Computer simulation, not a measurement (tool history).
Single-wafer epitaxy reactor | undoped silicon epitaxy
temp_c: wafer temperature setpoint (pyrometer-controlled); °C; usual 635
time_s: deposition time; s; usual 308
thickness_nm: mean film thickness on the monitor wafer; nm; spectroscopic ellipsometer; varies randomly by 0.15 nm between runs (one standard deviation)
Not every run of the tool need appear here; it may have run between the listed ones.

| run | day | temp_c | time_s | read-back reference wafer on the same gauge, thickness_nm | thickness_nm |
|---|---|---|---|---|---|
| 1 | 0 | 635 | 268 | 36.227 | 35.572 |
| 2 | 0.967 | 635 | 268 | 36.219 | 35.688 |
| 3 | 2.217 | 635 | 308 | 36.194 | 40.865 |
| 4 | 2.729 | 635 | 308 | 36.185 | 41.193 |
| 5 | 3.371 | 635 | 308 | 36.219 | 41.044 |
| 6 | 4.658 | 635 | 283 | 36.23 | 37.731 |
| 7 | 5.646 | 635 | 283 | 36.213 | 37.914 |
| 8 | 9.754 | 635 | 283 | 36.221 | 37.603 |
| 9 | 11.017 | 644 | 308 | 36.269 | 51.593 |
| 10 | 11.583 | 644 | 308 | 36.167 | 51.831 |
| 11 | 12.983 | 638 | 275 | 36.205 | 39.577 |
|  | 14.583 | pyrometer calibrated |
| 12 | 14.604 | 635 | 308 | 36.219 | 32.501 |
| 13 | 17.654 | 640 | 308 | 36.172 | 37.907 |
|  | 18.342 | pyrometer calibrated, repeated, since the last time left the tool worse |
| 14 | 18.708 | 642 | 328 | 36.18 | 48.265 |
|  | 18.85 | gauge calibrated |
| 15 | 19.467 | 622 | 268 | 36.216 | 23.544 |
| 16 | 20.925 | 646 | 263 | 36.143 | 43.233 |
| 17 | 21.588 | 620 | 289 | 36.209 | 24.309 |
| 18 | 22.383 | 649 | 337 | 36.181 | 60.171 |
| 19 | 23.138 | 645 | 266 | 36.17 | 42.809 |
| 20 | 24.017 | 628 | 308 | 36.209 | 32.378 |
| 21 | 24.646 | 635 | 308 | 36.22 | 38.987 |
| 22 | 25.492 | 630 | 308 | 36.183 | 34.276 |
| 23 | 26.842 | 627 | 357 | 36.171 | 37.237 |

Each row is a separate what-if for the run after 23, all from the same tool condition, not one after another. Results?
| A | 26.862 | 624 | 308 | ? | ? |
| B | 26.862 | 639 | 273 | ? | ? |
| C | 26.862 | 642 | 257 | ? | ? |
| D | 26.862 | 630 | 260 | ? | ? |
| E | 26.862 | 635 | 337 | ? | ? |

| run | read-back reference wafer on the same gauge, thickness_nm | thickness_nm |
|---|---|---|
| A | 36.254 | 29.539 |
| B | 36.254 | 38.547 |
| C | 36.254 | 39.139 |
| D | 36.254 | 29.159 |
| E | 36.254 | 42.981 |
With the hidden condition removed and each run's random variation left untouched, the same runs would have given:
| run | thickness_nm |
|---|---|
| A | 28.261 |
| B | 36.94 |
| C | 37.519 |
| D | 27.916 |
| E | 41.172 |
